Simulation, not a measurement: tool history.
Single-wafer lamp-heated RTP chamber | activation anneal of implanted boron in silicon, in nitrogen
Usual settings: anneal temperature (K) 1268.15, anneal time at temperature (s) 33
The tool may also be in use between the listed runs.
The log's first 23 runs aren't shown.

| run | day | anneal temperature (K) | anneal time at temperature (s) | read-back reference wafer on the same gauge, sheet resistance | sheet resistance of the implanted and annealed layer (ohm/square) |
|---|---|---|---|---|---|
| 24 | 53.146 | 1268.15 | 18 | 185.98 | 162.43 |
| 25 | 55.342 | 1268.15 | 25 | 185.92 | 161.40 |
| 26 | 56.783 | 1268.15 | 33 | 185.99 | 160.44 |
|  | 56.825 | gauge calibrated |
| 27 | 59.425 | 1268.15 | 33 | 185.95 | 159.97 |
| 28 | 60.762 | 1245.15 | 21 | 185.89 | 170.55 |
| 29 | 62.588 | 1250.15 | 22 | 186.04 | 166.98 |
| 30 | 64.729 | 1254.15 | 46 | 186.15 | 163.04 |
|  | 65.254 | reflector plate cleaned |
| 31 | 67.721 | 1268.15 | 33 | 186.04 | 161.75 |
| 32 | 69.138 | 1258.15 | 43 | 186.05 | 163.72 |
| 33 | 71.200 | 1283.15 | 33 | 186.14 | 158.97 |
| 34 | 79.179 | 1268.15 | 51 | 185.99 | 160.76 |
| 35 | 81.958 | 1286.15 | 25 | 186.00 | 157.87 |
| 36 | 84.125 | 1253.15 | 52 | 185.96 | 164.42 |
|  | 84.808 | pyrometer window cleaned and pyrometer calibrated |
| 37 | 86.512 | 1296.15 | 41 | 185.96 | 157.68 |

4 ways to go on from here, each from the tool as it stands after run 37. What would each give?
| A | 86.529 | 1268.15 | 33 | ? | ? |
| B | 86.529 | 1276.15 | 26 | ? | ? |
| C | 86.529 | 1288.15 | 33 | ? | ? |
| D | 86.529 | 1257.15 | 25 | ? | ? |

| run | read-back reference wafer on the same gauge, sheet resistance | sheet resistance of the implanted and annealed layer (ohm/square) |
|---|---|---|
| A | 185.97 | 161.49 |
| B | 185.97 | 160.67 |
| C | 185.97 | 158.70 |
| D | 185.97 | 165.41 |
Without the tool's hidden state the same runs would have given:
| run | sheet resistance of the implanted and annealed layer (ohm/square) |
|---|---|
| A | 162.87 |
| B | 161.69 |
| C | 159.34 |
| D | 167.93 |
